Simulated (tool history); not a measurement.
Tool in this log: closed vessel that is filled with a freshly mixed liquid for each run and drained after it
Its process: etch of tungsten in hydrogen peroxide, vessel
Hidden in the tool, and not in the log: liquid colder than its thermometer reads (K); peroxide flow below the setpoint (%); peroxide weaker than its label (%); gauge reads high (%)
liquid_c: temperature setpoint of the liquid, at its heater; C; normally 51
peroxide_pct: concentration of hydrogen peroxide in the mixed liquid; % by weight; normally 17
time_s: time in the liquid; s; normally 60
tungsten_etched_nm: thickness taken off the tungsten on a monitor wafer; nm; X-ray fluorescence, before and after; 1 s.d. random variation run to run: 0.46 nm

| run | hour | liquid_c | peroxide_pct | time_s | wafers since the last listed run | hours since the thermometer was replaced | hours since the peroxide flow meter was replaced | hours since the drum of peroxide was connected | hours since the gauge calibration | read-back film thickness of the tungsten reference wafer, read on the same gauge (nm) | tungsten_etched_nm |
|---|---|---|---|---|---|---|---|---|---|---|---|
| 1 | 0 | 51 | 17 | 60 | 0 | 2232.7 | 1676.5 | 305.4 | 49.8 | 140.06 | 157.69 |
| 2 | 13.2 | 51 | 15 | 60 | 1441 | 2245.9 | 1689.7 | 318.6 | 63 | 140.04 | 148.58 |
| 3 | 29.1 | 51 | 15 | 60 | 1735 | 2261.8 | 1705.6 | 334.5 | 78.9 | 140 | 148.61 |
| 4 | 58.5 | 51 | 15 | 60 | 3209 | 2291.2 | 1735 | 363.9 | 108.3 | 139.88 | 147.77 |
| 5 | 81.1 | 55 | 17 | 35 | 2467 | 2313.8 | 1757.6 | 386.5 | 130.9 | 139.75 | 116.18 |
| 6 | 170.7 | 51 | 17 | 70 | 9782 | 2403.4 | 1847.2 | 476.1 | 220.5 | 139.05 | 182.76 |
|  | 182.6 | thermometer replaced |
|  | 183.9 | gauge calibrated |
| 7 | 193.7 | 56 | 17 | 60 | 2401 | 11.1 | 1870.2 | 499.1 | 9.8 | 139.87 | 212.57 |
| 8 | 223.5 | 56 | 17 | 60 | 3253 | 40.9 | 1900 | 528.9 | 39.6 | 139.86 | 211.72 |
| 9 | 248.4 | 51 | 17 | 60 | 2718 | 65.8 | 1924.9 | 553.8 | 64.5 | 139.79 | 157.54 |
| 10 | 279.1 | 51 | 19 | 70 | 3351 | 96.5 | 1955.6 | 584.5 | 95.2 | 139.7 | 193.9 |
| 11 | 301 | 51 | 17 | 90 | 2391 | 118.4 | 1977.5 | 606.4 | 117.1 | 139.6 | 235.84 |
|  | 311.4 | peroxide flow meter replaced |
| 12 | 331.4 | 51 | 17 | 30 | 3209 | 148.8 | 20 | 636.8 | 147.5 | 139.41 | 78.8 |
| 13 | 354.4 | 44 | 19 | 50 | 2511 | 171.8 | 43 | 659.8 | 170.5 | 139.22 | 89.05 |
|  | 368.9 | new drum of peroxide connected |
| 14 | 384.7 | 48 | 13.5 | 60 | 3199 | 202.1 | 73.3 | 15.8 | 200.8 | 139 | 116.22 |
| 15 | 418.3 | 51 | 17 | 30 | 3668 | 235.7 | 106.9 | 49.4 | 234.4 | 138.69 | 77.71 |
|  | 419.9 | gauge calibrated |
| 16 | 432.6 | 51 | 17 | 70 | 1561 | 250 | 121.2 | 63.7 | 12.7 | 139.9 | 183.79 |
| 17 | 456.5 | 46.5 | 19.5 | 80 | 2609 | 273.9 | 145.1 | 87.6 | 36.6 | 139.9 | 170.32 |
| 18 | 483.1 | 51 | 20.5 | 60 | 2904 | 300.5 | 171.7 | 114.2 | 63.2 | 139.81 | 172.47 |

Branching from run 18: 3 alternative next runs. What would each branch give?
| A | 483.8 | 51 | 17 | 60 | 76 | 301.2 | 172.4 | 114.9 | 63.9 | ? | ? |
| B | 483.8 | 51 | 19 | 60 | 76 | 301.2 | 172.4 | 114.9 | 63.9 | ? | ? |
| C | 483.8 | 54 | 17 | 90 | 76 | 301.2 | 172.4 | 114.9 | 63.9 | ? | ? |

| run | read-back film thickness of the tungsten reference wafer, read on the same gauge (nm) | tungsten_etched_nm |
|---|---|---|
| A | 139.82 | 156.94 |
| B | 139.82 | 165.92 |
| C | 139.82 | 281.99 |
Take away the tool's hidden state, keep each run's random variation, and the runs would have read:
| run | tungsten_etched_nm |
|---|---|
| A | 157.12 |
| B | 166.11 |
| C | 282.32 |

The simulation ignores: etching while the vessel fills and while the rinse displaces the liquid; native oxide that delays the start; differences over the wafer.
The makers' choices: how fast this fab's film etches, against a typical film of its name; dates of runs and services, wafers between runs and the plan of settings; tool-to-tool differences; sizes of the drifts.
